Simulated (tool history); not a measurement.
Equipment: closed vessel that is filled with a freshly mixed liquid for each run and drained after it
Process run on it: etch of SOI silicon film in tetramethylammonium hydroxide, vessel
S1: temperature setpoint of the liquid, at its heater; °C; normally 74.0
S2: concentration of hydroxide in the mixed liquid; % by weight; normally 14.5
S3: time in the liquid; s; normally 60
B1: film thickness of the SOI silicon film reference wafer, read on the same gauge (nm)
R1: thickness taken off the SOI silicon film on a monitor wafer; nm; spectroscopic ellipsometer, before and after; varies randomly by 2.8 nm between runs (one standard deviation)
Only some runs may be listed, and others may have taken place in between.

run 1 hour=0.0 | S1=79.0 S2=12.0 S3=60 | B1=100.02 | R1=590.09
run 2 hour=44.6 | S1=79.0 S2=12.0 S3=60 | B1=100.01 | R1=597.39
run 3 hour=135.3 | S1=79.0 S2=12.0 S3=60 | B1=100.00 | R1=590.25
run 4 hour=226.1 | S1=74.0 S2=14.5 S3=60 | B1=100.01 | R1=409.30
run 5 hour=301.5 | S1=74.0 S2=14.5 S3=60 | B1=99.98 | R1=405.51
run 6 hour=365.6 | S1=74.0 S2=14.5 S3=60 | B1=100.00 | R1=406.60
run 7 hour=450.2 | S1=71.5 S2=18.0 S3=60 | B1=100.00 | R1=322.12
run 8 hour=554.4 | S1=71.5 S2=18.0 S3=60 | B1=100.01 | R1=325.75
-- hour=606.5 hydroxide flow meter replaced
run 9 hour=617.4 | S1=74.0 S2=14.5 S3=80 | B1=100.04 | R1=540.99
run 10 hour=700.7 | S1=74.0 S2=14.5 S3=30 | B1=100.01 | R1=202.81
run 11 hour=772.2 | S1=66.5 S2=18.5 S3=80 | B1=99.99 | R1=315.72
run 12 hour=825.6 | S1=68.5 S2=13.0 S3=60 | B1=100.01 | R1=307.37
-- hour=862.0 thermometer replaced
run 13 hour=921.0 | S1=74.0 S2=14.5 S3=60 | B1=99.99 | R1=422.76
run 14 hour=1044.1 | S1=70.5 S2=13.0 S3=30 | B1=99.99 | R1=181.09
-- hour=1106.4 gauge calibrated
run 15 hour=1191.7 | S1=74.0 S2=10.5 S3=60 | B1=100.00 | R1=476.77
run 16 hour=1267.8 | S1=74.0 S2=14.5 S3=60 | B1=100.01 | R1=418.99
run 17 hour=1368.3 | S1=74.0 S2=14.5 S3=35 | B1=99.98 | R1=244.98
run 18 hour=1419.9 | S1=74.0 S2=14.5 S3=60 | B1=99.96 | R1=418.03

Here are 5 independent what-if runs from the current tool condition. What would each one return?
run A hour=1420.6 | S1=74.0 S2=14.5 S3=60 | B1=? | R1=?
run B hour=1420.6 | S1=67.5 S2=18.0 S3=60 | B1=? | R1=?
run C hour=1420.6 | S1=74.0 S2=17.5 S3=35 | B1=? | R1=?
run D hour=1420.6 | S1=74.0 S2=14.5 S3=75 | B1=? | R1=?
run E hour=1420.6 | S1=81.0 S2=14.5 S3=60 | B1=? | R1=?

run=A B1=100.02 R1=423.94
run=B B1=100.02 R1=266.42
run=C B1=100.02 R1=229.94
run=D B1=100.02 R1=529.92
run=E B1=100.02 R1=628.79
With the hidden condition removed and each run's random variation left untouched, the same runs would have given:
run=A R1=430.81
run=B R1=270.91
run=C R1=233.67
run=D R1=538.51
run=E R1=638.58
